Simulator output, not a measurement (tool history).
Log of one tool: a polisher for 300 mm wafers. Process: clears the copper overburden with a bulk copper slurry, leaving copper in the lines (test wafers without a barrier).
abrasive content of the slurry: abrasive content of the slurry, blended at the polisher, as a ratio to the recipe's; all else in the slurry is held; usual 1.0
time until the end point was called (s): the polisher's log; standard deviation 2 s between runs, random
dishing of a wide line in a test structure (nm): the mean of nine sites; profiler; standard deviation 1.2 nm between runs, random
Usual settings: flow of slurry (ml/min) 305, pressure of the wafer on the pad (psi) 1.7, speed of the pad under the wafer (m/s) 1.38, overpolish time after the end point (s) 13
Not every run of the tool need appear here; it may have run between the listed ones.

| run | hour | flow of slurry (ml/min) | pressure of the wafer on the pad (psi) | speed of the pad under the wafer (m/s) | abrasive content of the slurry | overpolish time after the end point (s) | incoming thickness of the incoming film, nm | time until the end point was called (s) | dishing of a wide line in a test structure (nm) |
|---|---|---|---|---|---|---|---|---|---|
| 1 | 0.0 | 305 | 1.7 | 1.10 | 1.0 | 13 | 1054.5 | 197.7 | 49.8 |
|  | 3.9 | worn pad replaced by a new one |
| 2 | 14.1 | 305 | 1.7 | 1.10 | 1.0 | 13 | 1060.6 | 196.2 | 49.9 |
| 3 | 27.3 | 305 | 1.4 | 1.38 | 1.0 | 13 | 1084.4 | 205.1 | 50.3 |
| 4 | 46.0 | 305 | 1.4 | 1.38 | 1.0 | 13 | 1075.2 | 199.3 | 49.4 |
| 5 | 74.4 | 305 | 1.7 | 1.38 | 1.0 | 19 | 1091.7 | 173.2 | 77.0 |
|  | 81.1 | worn pad replaced by a new one |
| 6 | 81.8 | 305 | 1.7 | 1.38 | 1.0 | 19 | 1054.4 | 167.1 | 76.1 |
|  | 90.1 | head pressure recalibrated |
| 7 | 90.6 | 230 | 1.7 | 1.38 | 1.0 | 13 | 1089.7 | 152.4 | 64.8 |
| 8 | 105.4 | 230 | 1.7 | 1.38 | 1.0 | 13 | 1092.4 | 156.1 | 61.7 |
| 9 | 112.4 | 230 | 1.7 | 1.38 | 1.0 | 13 | 1063.8 | 148.5 | 63.3 |
| 10 | 121.8 | 305 | 1.7 | 1.38 | 1.0 | 10 | 1075.8 | 142.9 | 54.0 |
|  | 139.8 | slurry blender recalibrated |
| 11 | 140.3 | 305 | 1.7 | 1.60 | 0.9 | 13 | 1055.2 | 126.9 | 71.8 |
| 12 | 148.6 | 225 | 1.2 | 1.02 | 1.1 | 13 | 1090.5 | 283.0 | 37.5 |
| 13 | 166.0 | 305 | 1.7 | 1.38 | 1.0 | 13 | 1091.5 | 148.0 | 66.1 |
|  | 178.1 | worn pad replaced by a new one, of another model than before |
| 14 | 179.0 | 305 | 1.7 | 1.38 | 1.0 | 13 | 1068.6 | 148.8 | 66.7 |
| 15 | 189.8 | 305 | 1.5 | 1.74 | 1.0 | 19 | 1064.6 | 134.3 | 90.5 |
|  | 206.2 | slurry nozzle cleaned |
| 16 | 238.6 | 210 | 1.3 | 1.38 | 0.7 | 8 | 1076.6 | 217.2 | 31.8 |
| 17 | 254.8 | 225 | 1.7 | 1.20 | 1.2 | 19 | 1077.2 | 166.2 | 75.5 |
|  | 266.0 | worn pad replaced by a new one |
| 18 | 266.7 | 255 | 1.7 | 1.38 | 1.0 | 18 | 1073.0 | 156.6 | 77.1 |
| 19 | 282.8 | 305 | 1.7 | 1.38 | 1.0 | 13 | 1098.7 | 157.3 | 64.4 |
| 20 | 290.9 | 305 | 1.7 | 1.38 | 1.0 | 16 | 1067.0 | 148.9 | 75.1 |

What if the next run were any one of these 4? Each begins from the tool's condition after run 20:
| A | 291.4 | 305 | 1.7 | 1.38 | 1.0 | 6 | 1084.5 | ? | ? |
| B | 291.4 | 335 | 1.7 | 1.38 | 1.0 | 9 | 1084.5 | ? | ? |
| C | 291.4 | 355 | 1.7 | 1.22 | 1.0 | 13 | 1084.5 | ? | ? |
| D | 291.4 | 305 | 1.3 | 1.54 | 0.8 | 19 | 1084.5 | ? | ? |

| run | time until the end point was called (s) | dishing of a wide line in a test structure (nm) |
|---|---|---|
| A | 149.4 | 34.9 |
| B | 147.4 | 49.7 |
| C | 158.3 | 62.6 |
| D | 173.2 | 74.8 |
Take away the tool's hidden state, keep each run's random variation, and the runs would have read:
| run | time until the end point was called (s) | dishing of a wide line in a test structure (nm) |
|---|---|---|
| A | 146.9 | 35.5 |
| B | 144.8 | 50.5 |
| C | 155.5 | 63.5 |
| D | 170.2 | 75.9 |

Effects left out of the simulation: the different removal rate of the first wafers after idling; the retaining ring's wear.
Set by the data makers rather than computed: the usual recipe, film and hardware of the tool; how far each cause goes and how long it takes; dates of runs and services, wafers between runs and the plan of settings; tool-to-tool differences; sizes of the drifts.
